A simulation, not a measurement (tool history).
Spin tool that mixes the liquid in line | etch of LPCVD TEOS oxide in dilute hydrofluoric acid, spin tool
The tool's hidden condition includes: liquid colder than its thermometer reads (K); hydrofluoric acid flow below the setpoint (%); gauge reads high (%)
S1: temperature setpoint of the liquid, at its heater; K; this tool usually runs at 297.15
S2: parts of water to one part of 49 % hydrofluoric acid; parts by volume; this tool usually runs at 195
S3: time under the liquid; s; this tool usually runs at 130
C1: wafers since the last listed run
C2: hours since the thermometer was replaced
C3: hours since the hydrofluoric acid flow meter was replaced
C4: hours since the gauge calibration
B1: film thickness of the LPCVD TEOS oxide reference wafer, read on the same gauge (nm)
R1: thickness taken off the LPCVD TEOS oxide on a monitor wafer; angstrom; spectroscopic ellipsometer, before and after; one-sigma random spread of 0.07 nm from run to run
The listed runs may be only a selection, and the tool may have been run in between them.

Run 1, day 0: usual settings but S3 155 s; C1 0; C2 1836.4; C3 1836.8; C4 431.1; B1 30.02. Result: R1 238.5 angstrom.
Run 2, day 2.504: usual settings but S3 155 s; C1 678; C2 1896.5; C3 1896.9; C4 491.2; B1 30.01. Result: R1 239 angstrom.
At day 4.279: hydrofluoric acid flow meter replaced.
Run 3, day 4.429: usual settings but S3 155 s; C1 510; C2 1942.7; C3 3.6; C4 537.4; B1 30.02. Result: R1 238.7 angstrom.
Run 4, day 8.654: usual settings; C1 1144; C2 2044.1; C3 105; C4 638.8; B1 29.98. Result: R1 199.8 angstrom.
Run 5, day 12.625: usual settings; C1 1075; C2 2139.4; C3 200.3; C4 734.1; B1 30. Result: R1 200 angstrom.
Run 6, day 14.867: usual settings; C1 607; C2 2193.2; C3 254.1; C4 787.9; B1 30. Result: R1 199.2 angstrom.
Run 7, day 17.646: usual settings but S3 175 s; C1 752; C2 2259.9; C3 320.8; C4 854.6; B1 29.97. Result: R1 269.6 angstrom.
Run 8, day 21.296: usual settings; C1 988; C2 2347.5; C3 408.4; C4 942.2; B1 30. Result: R1 199.7 angstrom.
Run 9, day 24.3: usual settings but S1 295.65 K; C1 813; C2 2419.6; C3 480.5; C4 1014.3; B1 29.99. Result: R1 189.5 angstrom.
Run 10, day 28.329: usual settings but S1 295.65 K; C1 1091; C2 2516.3; C3 577.2; C4 1111; B1 29.99. Result: R1 189.6 angstrom.
Run 11, day 32.542: usual settings but S1 295.65 K; C1 1140; C2 2617.4; C3 678.3; C4 1212.1; B1 29.98. Result: R1 188.3 angstrom.
At day 38.804: gauge calibrated.
Run 12, day 41.204: usual settings but S3 190 s; C1 2345; C2 2825.3; C3 886.2; C4 57.6; B1 30. Result: R1 291.8 angstrom.
Run 13, day 44.971: usual settings but S3 190 s; C1 1020; C2 2915.7; C3 976.6; C4 148; B1 30. Result: R1 290.9 angstrom.
Run 14, day 47.958: usual settings but S1 294.65 K; C1 809; C2 2987.4; C3 1048.3; C4 219.7; B1 30. Result: R1 183 angstrom.
Run 15, day 51.658: usual settings but S1 301.65 K, S2 270 parts by volume; C1 1001; C2 3076.2; C3 1137.1; C4 308.5; B1 29.99. Result: R1 155.7 angstrom.
At day 54.325: thermometer replaced.
Run 16, day 55.388: usual settings but S1 298.65 K, S2 260 parts by volume, S3 190 s; C1 998; C2 25.5; C3 1226.6; C4 398; B1 30. Result: R1 216.3 angstrom.
Run 17, day 58.238: usual settings; C1 771; C2 93.9; C3 1295; C4 466.4; B1 30. Result: R1 199.8 angstrom.
Run 18, day 61.246: usual settings but S1 294.15 K, S2 115 parts by volume, S3 205 s; C1 814; C2 166.1; C3 1367.2; C4 538.6; B1 29.99. Result: R1 519.9 angstrom.
Run 19, day 63.412: usual settings but S1 295.15 K, S3 160 s; C1 586; C2 218.1; C3 1419.2; C4 590.6; B1 29.99. Result: R1 229.2 angstrom.
Run 20, day 66.879: usual settings but S3 90 s; C1 938; C2 301.3; C3 1502.4; C4 673.8; B1 30. Result: R1 138.2 angstrom.
At day 67.854: hydrofluoric acid flow meter replaced.
Run 21, day 68.825: usual settings but S1 301.15 K, S2 100 parts by volume, S3 60 s; C1 515; C2 348; C3 23.3; C4 720.5; B1 30.01. Result: R1 232.3 angstrom.
Run 22, day 70.838: usual settings; C1 545; C2 396.3; C3 71.6; C4 768.8; B1 29.99. Result: R1 200 angstrom.
Run 23, day 77.525: usual settings but S1 299.15 K; C1 1811; C2 556.8; C3 232.1; C4 929.3; B1 30.01. Result: R1 213.9 angstrom.
Run 24, day 79.6: usual settings but S1 293.65 K, S2 140 parts by volume, S3 75 s; C1 561; C2 606.6; C3 281.9; C4 979.1; B1 29.98. Result: R1 148 angstrom.
Run 25, day 82.254: usual settings but S2 130 parts by volume; C1 718; C2 670.3; C3 345.6; C4 1042.8; B1 30. Result: R1 322.4 angstrom.
Run 26, day 84.021: usual settings but S2 280 parts by volume, S3 105 s; C1 478; C2 712.7; C3 388; C4 1085.2; B1 30.02. Result: R1 103.5 angstrom.
At day 84.333: gauge calibrated.
Run 27, day 88.333: usual settings but S1 295.65 K, S3 175 s; C1 1167; C2 816.2; C3 491.5; C4 96; B1 30.01. Result: R1 254.7 angstrom.
Run 28, day 96.342: usual settings but S1 301.65 K, S2 140 parts by volume, S3 105 s; C1 2168; C2 1008.4; C3 683.7; C4 288.2; B1 29.99. Result: R1 283.4 angstrom.

Alternative continuations, all from the tool just after run 28; predict every row:
Run A, day 96.362: usual settings but S1 293.15 K; C1 5; C2 1008.9; C3 684.2; C4 288.7; B1 ?. Result: R1 ?.
Run B, day 96.362: usual settings but S1 299.15 K, S2 295 parts by volume, S3 180 s; C1 5; C2 1008.9; C3 684.2; C4 288.7; B1 ?. Result: R1 ?.
Run C, day 96.362: usual settings but S2 235 parts by volume, S3 180 s; C1 5; C2 1008.9; C3 684.2; C4 288.7; B1 ?. Result: R1 ?.

run     B1     R1
  A  30.02  172.7
  B  30.02  177.8
  C  30.02  221.4
Take away the tool's hidden state, keep each run's random variation, and the runs would have read:
run     R1
  A  172.7
  B  177.8
  C  221.4

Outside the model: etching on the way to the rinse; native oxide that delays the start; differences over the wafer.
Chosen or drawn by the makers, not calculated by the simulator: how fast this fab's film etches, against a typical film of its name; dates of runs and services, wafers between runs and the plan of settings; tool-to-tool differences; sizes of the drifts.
